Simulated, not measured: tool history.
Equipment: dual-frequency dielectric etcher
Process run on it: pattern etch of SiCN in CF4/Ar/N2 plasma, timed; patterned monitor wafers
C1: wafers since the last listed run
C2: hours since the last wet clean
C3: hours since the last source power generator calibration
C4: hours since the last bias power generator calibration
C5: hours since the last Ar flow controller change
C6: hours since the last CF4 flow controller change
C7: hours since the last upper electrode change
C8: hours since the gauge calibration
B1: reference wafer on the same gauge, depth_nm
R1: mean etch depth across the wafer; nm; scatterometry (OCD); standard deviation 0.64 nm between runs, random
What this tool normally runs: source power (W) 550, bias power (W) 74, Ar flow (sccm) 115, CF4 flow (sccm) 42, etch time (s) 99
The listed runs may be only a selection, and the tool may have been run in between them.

run 1 day=0 | source_power_(W)=550 bias_power_(W)=74 Ar_flow_(sccm)=115 CF4_flow_(sccm)=42 etch_time_(s)=99 | C1=0 C2=14 C3=4843.9 C4=2258.1 C5=1925.2 C6=3547.3 C7=5163.7 C8=606.7 | B1=116.1 | R1=96.2
run 2 day=1.083 | source_power_(W)=550 bias_power_(W)=74 Ar_flow_(sccm)=115 CF4_flow_(sccm)=42 etch_time_(s)=99 | C1=197 C2=40 C3=4869.9 C4=2284.1 C5=1951.2 C6=3573.3 C7=5189.7 C8=632.7 | B1=116.2 | R1=95.7
-- day=1.783 CF4 flow controller replaced
run 3 day=2.267 | source_power_(W)=550 bias_power_(W)=74 Ar_flow_(sccm)=115 CF4_flow_(sccm)=42 etch_time_(s)=99 | C1=170 C2=68.4 C3=4898.3 C4=2312.5 C5=1979.6 C6=11.6 C7=5218.1 C8=661.1 | B1=115.7 | R1=95.3
run 4 day=3.867 | source_power_(W)=550 bias_power_(W)=74 Ar_flow_(sccm)=115 CF4_flow_(sccm)=42 etch_time_(s)=99 | C1=292 C2=106.8 C3=4936.7 C4=2350.9 C5=2018 C6=50 C7=5256.5 C8=699.5 | B1=116.2 | R1=95.3
-- day=5.479 gauge calibrated
run 5 day=5.879 | source_power_(W)=550 bias_power_(W)=74 Ar_flow_(sccm)=115 CF4_flow_(sccm)=42 etch_time_(s)=99 | C1=367 C2=155.1 C3=4985 C4=2399.2 C5=2066.3 C6=98.3 C7=5304.8 C8=9.6 | B1=116.2 | R1=94.6
run 6 day=7.338 | source_power_(W)=550 bias_power_(W)=74 Ar_flow_(sccm)=115 CF4_flow_(sccm)=42 etch_time_(s)=99 | C1=266 C2=190.1 C3=5020 C4=2434.2 C5=2101.3 C6=133.3 C7=5339.8 C8=44.6 | B1=116.4 | R1=95.8
-- day=9.071 upper electrode replaced
run 7 day=9.7 | source_power_(W)=550 bias_power_(W)=74 Ar_flow_(sccm)=115 CF4_flow_(sccm)=45 etch_time_(s)=99 | C1=249 C2=246.8 C3=5076.7 C4=2490.9 C5=2158 C6=190 C7=15.1 C8=101.3 | B1=116 | R1=95.3
-- day=11.462 bias power generator calibrated
run 8 day=13.717 | source_power_(W)=440 bias_power_(W)=74 Ar_flow_(sccm)=133 CF4_flow_(sccm)=42 etch_time_(s)=81 | C1=703 C2=343.2 C3=5173.1 C4=54.1 C5=2254.4 C6=286.4 C7=111.5 C8=197.7 | B1=115.9 | R1=58.4
-- day=18.238 source power generator calibrated
run 9 day=18.258 | source_power_(W)=550 bias_power_(W)=74 Ar_flow_(sccm)=115 CF4_flow_(sccm)=52 etch_time_(s)=99 | C1=799 C2=452.2 C3=0.5 C4=163.1 C5=2363.4 C6=395.4 C7=220.5 C8=306.7 | B1=116 | R1=94.7
run 10 day=19.758 | source_power_(W)=670 bias_power_(W)=81 Ar_flow_(sccm)=104 CF4_flow_(sccm)=42 etch_time_(s)=82 | C1=274 C2=488.2 C3=36.5 C4=199.1 C5=2399.4 C6=431.4 C7=256.5 C8=342.7 | B1=116.2 | R1=100
run 11 day=21.683 | source_power_(W)=620 bias_power_(W)=74 Ar_flow_(sccm)=115 CF4_flow_(sccm)=42 etch_time_(s)=79 | C1=351 C2=534.4 C3=82.7 C4=245.3 C5=2445.6 C6=477.6 C7=302.7 C8=388.9 | B1=115.9 | R1=83.4
-- day=24.879 wet clean of the chamber
run 12 day=24.9 | source_power_(W)=550 bias_power_(W)=74 Ar_flow_(sccm)=115 CF4_flow_(sccm)=42 etch_time_(s)=99 | C1=405 C2=0.5 C3=159.9 C4=322.5 C5=2522.8 C6=554.8 C7=379.9 C8=466.1 | B1=115.8 | R1=97.3
run 13 day=25.917 | source_power_(W)=550 bias_power_(W)=74 Ar_flow_(sccm)=115 CF4_flow_(sccm)=42 etch_time_(s)=99 | C1=185 C2=24.9 C3=184.3 C4=346.9 C5=2547.2 C6=579.2 C7=404.3 C8=490.5 | B1=116 | R1=96.6
-- day=27.7 Ar flow controller replaced
run 14 day=27.721 | source_power_(W)=550 bias_power_(W)=58 Ar_flow_(sccm)=139 CF4_flow_(sccm)=51 etch_time_(s)=75.5 | C1=284 C2=68.2 C3=227.6 C4=390.2 C5=0.5 C6=622.5 C7=447.6 C8=533.8 | B1=116 | R1=64.7
run 15 day=29.662 | source_power_(W)=510 bias_power_(W)=65 Ar_flow_(sccm)=115 CF4_flow_(sccm)=52 etch_time_(s)=122.5 | C1=354 C2=114.8 C3=274.2 C4=436.8 C5=47.1 C6=669.1 C7=494.2 C8=580.4 | B1=116.2 | R1=107.4
run 16 day=31.046 | source_power_(W)=550 bias_power_(W)=74 Ar_flow_(sccm)=125 CF4_flow_(sccm)=42 etch_time_(s)=99 | C1=252 C2=148 C3=307.4 C4=470 C5=80.3 C6=702.3 C7=527.4 C8=613.6 | B1=116 | R1=94.2
run 17 day=32.308 | source_power_(W)=550 bias_power_(W)=74 Ar_flow_(sccm)=101 CF4_flow_(sccm)=48 etch_time_(s)=99 | C1=230 C2=178.3 C3=337.7 C4=500.3 C5=110.6 C6=732.6 C7=557.7 C8=643.9 | B1=116.1 | R1=100
run 18 day=33.833 | source_power_(W)=550 bias_power_(W)=74 Ar_flow_(sccm)=115 CF4_flow_(sccm)=42 etch_time_(s)=99 | C1=278 C2=214.9 C3=374.3 C4=536.9 C5=147.2 C6=769.2 C7=594.3 C8=680.5 | B1=116 | R1=95.1
run 19 day=35.162 | source_power_(W)=550 bias_power_(W)=74 Ar_flow_(sccm)=115 CF4_flow_(sccm)=42 etch_time_(s)=99 | C1=242 C2=246.8 C3=406.2 C4=568.8 C5=179.1 C6=801.1 C7=626.2 C8=712.4 | B1=115.9 | R1=95.4
run 20 day=37.617 | source_power_(W)=550 bias_power_(W)=74 Ar_flow_(sccm)=115 CF4_flow_(sccm)=42 etch_time_(s)=72 | C1=448 C2=305.7 C3=465.1 C4=627.7 C5=238 C6=860 C7=685.1 C8=771.3 | B1=116.1 | R1=68.9
-- day=39.058 gauge calibrated
run 21 day=40.596 | source_power_(W)=550 bias_power_(W)=74 Ar_flow_(sccm)=89 CF4_flow_(sccm)=42 etch_time_(s)=99 | C1=544 C2=377.2 C3=536.6 C4=699.2 C5=309.5 C6=931.5 C7=756.6 C8=36.9 | B1=116.3 | R1=100.2

4 ways to go on from here, each from the tool as it stands after run 21. What would each give?
run A day=40.612 | source_power_(W)=550 bias_power_(W)=74 Ar_flow_(sccm)=115 CF4_flow_(sccm)=42 etch_time_(s)=99 | C1=3 C2=377.6 C3=537 C4=699.6 C5=309.9 C6=931.9 C7=757 C8=37.3 | B1=? | R1=?
run B day=40.612 | source_power_(W)=670 bias_power_(W)=56 Ar_flow_(sccm)=135 CF4_flow_(sccm)=42 etch_time_(s)=75.5 | C1=3 C2=377.6 C3=537 C4=699.6 C5=309.9 C6=931.9 C7=757 C8=37.3 | B1=? | R1=?
run C day=40.612 | source_power_(W)=550 bias_power_(W)=74 Ar_flow_(sccm)=139 CF4_flow_(sccm)=42 etch_time_(s)=99 | C1=3 C2=377.6 C3=537 C4=699.6 C5=309.9 C6=931.9 C7=757 C8=37.3 | B1=? | R1=?
run D day=40.612 | source_power_(W)=680 bias_power_(W)=67 Ar_flow_(sccm)=131 CF4_flow_(sccm)=42 etch_time_(s)=81 | C1=3 C2=377.6 C3=537 C4=699.6 C5=309.9 C6=931.9 C7=757 C8=37.3 | B1=? | R1=?

run=A B1=115.8 R1=93.7
run=B B1=115.8 R1=74.3
run=C B1=115.8 R1=89.5
run=D B1=115.8 R1=88.2
Without the tool's unlogged condition, the same runs would have read:
run=A R1=96.6
run=B R1=76.6
run=C R1=92.3
run=D R1=91
